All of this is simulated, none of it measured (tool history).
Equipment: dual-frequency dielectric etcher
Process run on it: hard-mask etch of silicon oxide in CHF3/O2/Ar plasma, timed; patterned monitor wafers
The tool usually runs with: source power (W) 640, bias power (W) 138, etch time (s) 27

run   hour  source power (W)  bias power (W)  etch time (s)  wafers since the last listed run  hours since the last wet clean  hours since the last source power generator calibration  hours since the last bias power generator calibration  hours since the last upper electrode change  hours since the gauge calibration  read-back reference wafer on the same gauge, depth_nm  mean etch depth across the wafer (angstrom)
  1      0               640             138             27                                 0                             0.8                                                   3003.9                                                 1758.2                                       3082.3                             1003.2                                                   53.3                                          499
       9.5  -- gauge calibrated
  2   31.2               690             138             27                               590                              32                                                   3035.1                                                 1789.4                                       3113.5                               21.7                                                   54.7                                          531
  3   43.5               690             138             27                               232                            44.3                                                   3047.4                                                 1801.7                                       3125.8                                 34                                                   54.6                                          529
        54  -- source power generator calibrated
  4   71.7               640             138             27                               457                            72.5                                                     17.7                                                 1829.9                                         3154                               62.2                                                   54.5                                          512
  5  101.5               640             138             27                               563                           102.3                                                     47.5                                                 1859.7                                       3183.8                                 92                                                   54.5                                          513
  6  125.9               640             138             27                               461                           126.7                                                     71.9                                                 1884.1                                       3208.2                              116.4                                                   54.6                                          512
  7  154.7               640             138             24                               544                           155.5                                                    100.7                                                 1912.9                                         3237                              145.2                                                   54.5                                          454
  8  179.5               640             138             27                               469                           180.3                                                    125.5                                                 1937.7                                       3261.8                                170                                                   54.5                                          509
  9  213.6               640             151             21                               645                           214.4                                                    159.6                                                 1971.8                                       3295.9                              204.1                                                   54.4                                          405
 10  229.8               760             138             27                               306                           230.6                                                    175.8                                                   1988                                       3312.1                              220.3                                                   54.4                                          551
 11  242.3               760             160           20.5                               236                           243.1                                                    188.3                                                 2000.5                                       3324.6                              232.8                                                   54.3                                          434
 12  262.6               640             138             27                               383                           263.4                                                    208.6                                                 2020.8                                       3344.9                              253.1                                                   54.3                                          512
     298.8  -- bias power generator calibrated
 13  299.3               640             138           21.5                               618                           300.1                                                    245.3                                                    0.5                                       3381.6                              289.8                                                   54.2                                          404
 14  323.8               640             138           32.5                               463                           324.6                                                    269.8                                                     25                                       3406.1                              314.3                                                   54.4                                          605
 15  353.3               760             138             27                               557                           354.1                                                    299.3                                                   54.5                                       3435.6                              343.8                                                   54.2                                          547
 16  388.7               520             129             27                               669                           389.5                                                    334.7                                                   89.9                                         3471                              379.2                                                   54.2                                          459
 17  406.5               640             157             27                               336                           407.3                                                    352.5                                                  107.7                                       3488.8                                397                                                   54.2                                          521
     457.7  -- upper electrode replaced
 18  458.2               640             138             27                               523                             459                                                    404.2                                                  159.4                                          0.5                              448.7                                                     54                                          509
 19  458.5               770             109             27                                 5                           459.3                                                    404.5                                                  159.7                                          0.8                                449                                                   54.2                                          511
     495.1  -- wet clean of the chamber
 20  495.6               640             127             27                               247                             0.5                                                    441.6                                                  196.8                                         37.9                              486.1                                                   54.1                                          488
 21  497.8               640             164           31.5                                41                             2.7                                                    443.8                                                    199                                         40.1                              488.3                                                     54                                          625
 22    516               760             108             27                               344                            20.9                                                      462                                                  217.2                                         58.3                              506.5                                                     54                                          513
 23  532.3               640             138             27                               308                            37.2                                                    478.3                                                  233.5                                         74.6                              522.8                                                     54                                          506
 24  558.1               640             114           19.5                               488                              63                                                    504.1                                                  259.3                                        100.4                              548.6                                                     54                                          345
 25  575.5               640             138           29.5                               329                            80.4                                                    521.5                                                  276.7                                        117.8                                566                                                   53.9                                          549
 26  598.1               590             165             30                               427                             103                                                    544.1                                                  299.3                                        140.4                              588.6                                                   53.8                                          575
 27  612.5               640             138             27                               272                           117.4                                                    558.5                                                  313.7                                        154.8                                603                                                   53.9                                          504
 28  630.1               790             138             27                               332                             135                                                    576.1                                                  331.3                                        172.4                              620.6                                                   53.9                                          549
 29  644.3               730             156           32.5                               268                           149.2                                                    590.3                                                  345.5                                        186.6                              634.8                                                   53.8                                          670
 30  700.9               540             167           34.5                              1070                           205.8                                                    646.9                                                  402.1                                        243.2                              691.4                                                   53.8                                          634
 31  723.9               640             138             27                               435                           228.8                                                    669.9                                                  425.1                                        266.2                              714.4                                                   53.8                                          501

Consider 3 possible next runs. They are alternatives, not a sequence: every one starts from the tool as it was left by run 31. What does each give?
  A  724.3               640             138             32                                 7                           229.2                                                    670.3                                                  425.5                                        266.6                              714.8                                                      ?                                            ?
  B  724.3               540             117           21.5                                 7                           229.2                                                    670.3                                                  425.5                                        266.6                              714.8                                                      ?                                            ?
  C  724.3               640             125             35                                 7                           229.2                                                    670.3                                                  425.5                                        266.6                              714.8                                                      ?                                            ?

run  read-back reference wafer on the same gauge, depth_nm  mean etch depth across the wafer (angstrom)
  A                                                   53.8                                          594
  B                                                   53.8                                          355
  C                                                   53.8                                          632
Take away the tool's hidden state, keep each run's random variation, and the runs would have read:
run  mean etch depth across the wafer (angstrom)
  A                                          604
  B                                          361
  C                                          643

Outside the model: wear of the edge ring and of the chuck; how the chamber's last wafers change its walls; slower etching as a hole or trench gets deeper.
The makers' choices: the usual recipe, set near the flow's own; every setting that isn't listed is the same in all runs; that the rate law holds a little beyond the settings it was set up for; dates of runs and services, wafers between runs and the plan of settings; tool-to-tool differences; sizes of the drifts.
